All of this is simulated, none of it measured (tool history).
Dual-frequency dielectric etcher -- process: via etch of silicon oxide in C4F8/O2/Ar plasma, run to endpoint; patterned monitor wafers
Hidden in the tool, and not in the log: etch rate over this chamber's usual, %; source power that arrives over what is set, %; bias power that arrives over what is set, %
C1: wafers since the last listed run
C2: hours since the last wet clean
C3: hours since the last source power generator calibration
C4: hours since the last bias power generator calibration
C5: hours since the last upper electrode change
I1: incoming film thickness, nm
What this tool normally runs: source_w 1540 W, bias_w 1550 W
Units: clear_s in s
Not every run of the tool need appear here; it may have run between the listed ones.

run 1 hour=0.0 | source_w=1540 bias_w=1550 | C1=0 C2=6.7 C3=1538.2 C4=3811.8 C5=2573.9 | I1=930.3 | clear_s=247.7
run 2 hour=53.1 | source_w=1540 bias_w=1550 | C1=224 C2=59.8 C3=1591.3 C4=3864.9 C5=2627.0 | I1=926.2 | clear_s=245.5
run 3 hour=82.7 | source_w=1540 bias_w=1550 | C1=124 C2=89.4 C3=1620.9 C4=3894.5 C5=2656.6 | I1=927.6 | clear_s=246.7
run 4 hour=129.1 | source_w=1540 bias_w=1550 | C1=195 C2=135.8 C3=1667.3 C4=3940.9 C5=2703.0 | I1=924.0 | clear_s=247.6
run 5 hour=162.3 | source_w=1540 bias_w=1550 | C1=140 C2=169.0 C3=1700.5 C4=3974.1 C5=2736.2 | I1=929.6 | clear_s=250.4
run 6 hour=201.1 | source_w=1540 bias_w=1550 | C1=163 C2=207.8 C3=1739.3 C4=4012.9 C5=2775.0 | I1=934.1 | clear_s=250.3
run 7 hour=365.4 | source_w=1540 bias_w=1550 | C1=693 C2=372.1 C3=1903.6 C4=4177.2 C5=2939.3 | I1=926.5 | clear_s=251.5
run 8 hour=407.2 | source_w=1770 bias_w=1550 | C1=176 C2=413.9 C3=1945.4 C4=4219.0 C5=2981.1 | I1=921.8 | clear_s=238.5
run 9 hour=445.0 | source_w=1540 bias_w=1550 | C1=159 C2=451.7 C3=1983.2 C4=4256.8 C5=3018.9 | I1=916.2 | clear_s=249.1
run 10 hour=497.9 | source_w=1310 bias_w=1814 | C1=223 C2=504.6 C3=2036.1 C4=4309.7 C5=3071.8 | I1=929.3 | clear_s=251.8
-- hour=542.0 upper electrode replaced
run 11 hour=564.2 | source_w=1340 bias_w=1550 | C1=178 C2=570.9 C3=2102.4 C4=4376.0 C5=22.2 | I1=929.6 | clear_s=267.5
-- hour=594.4 source power generator calibrated
-- hour=598.9 wet clean of the chamber
run 12 hour=633.5 | source_w=1540 bias_w=1550 | C1=256 C2=34.6 C3=39.1 C4=4445.3 C5=91.5 | I1=939.2 | clear_s=248.9
-- hour=648.6 bias power generator calibrated
run 13 hour=695.9 | source_w=1900 bias_w=1296 | C1=246 C2=97.0 C3=101.5 C4=47.3 C5=153.9 | I1=919.3 | clear_s=242.7
run 14 hour=727.0 | source_w=1540 bias_w=1550 | C1=131 C2=128.1 C3=132.6 C4=78.4 C5=185.0 | I1=921.4 | clear_s=244.4
run 15 hour=764.1 | source_w=1310 bias_w=1875 | C1=156 C2=165.2 C3=169.7 C4=115.5 C5=222.1 | I1=923.8 | clear_s=241.0
run 16 hour=827.2 | source_w=1540 bias_w=1550 | C1=266 C2=228.3 C3=232.8 C4=178.6 C5=285.2 | I1=924.1 | clear_s=246.6
run 17 hour=876.5 | source_w=1380 bias_w=1227 | C1=207 C2=277.6 C3=282.1 C4=227.9 C5=334.5 | I1=938.1 | clear_s=288.4
run 18 hour=934.3 | source_w=1840 bias_w=1230 | C1=243 C2=335.4 C3=339.9 C4=285.7 C5=392.3 | I1=928.5 | clear_s=258.0

What if the next run were any one of these 3? Each begins from the tool's condition after run 18:
run A hour=934.8 | source_w=1540 bias_w=1790 | C1=2 C2=335.9 C3=340.4 C4=286.2 C5=392.8 | I1=937.8 | clear_s=?
run B hour=934.8 | source_w=1540 bias_w=1670 | C1=2 C2=335.9 C3=340.4 C4=286.2 C5=392.8 | I1=937.8 | clear_s=?
run C hour=934.8 | source_w=1360 bias_w=1550 | C1=2 C2=335.9 C3=340.4 C4=286.2 C5=392.8 | I1=937.8 | clear_s=?

run=A clear_s=238.0
run=B clear_s=244.7
run=C clear_s=263.6
Without the tool's unlogged condition, the same runs would have read:
run=A clear_s=234.2
run=B clear_s=240.7
run=C clear_s=259.3
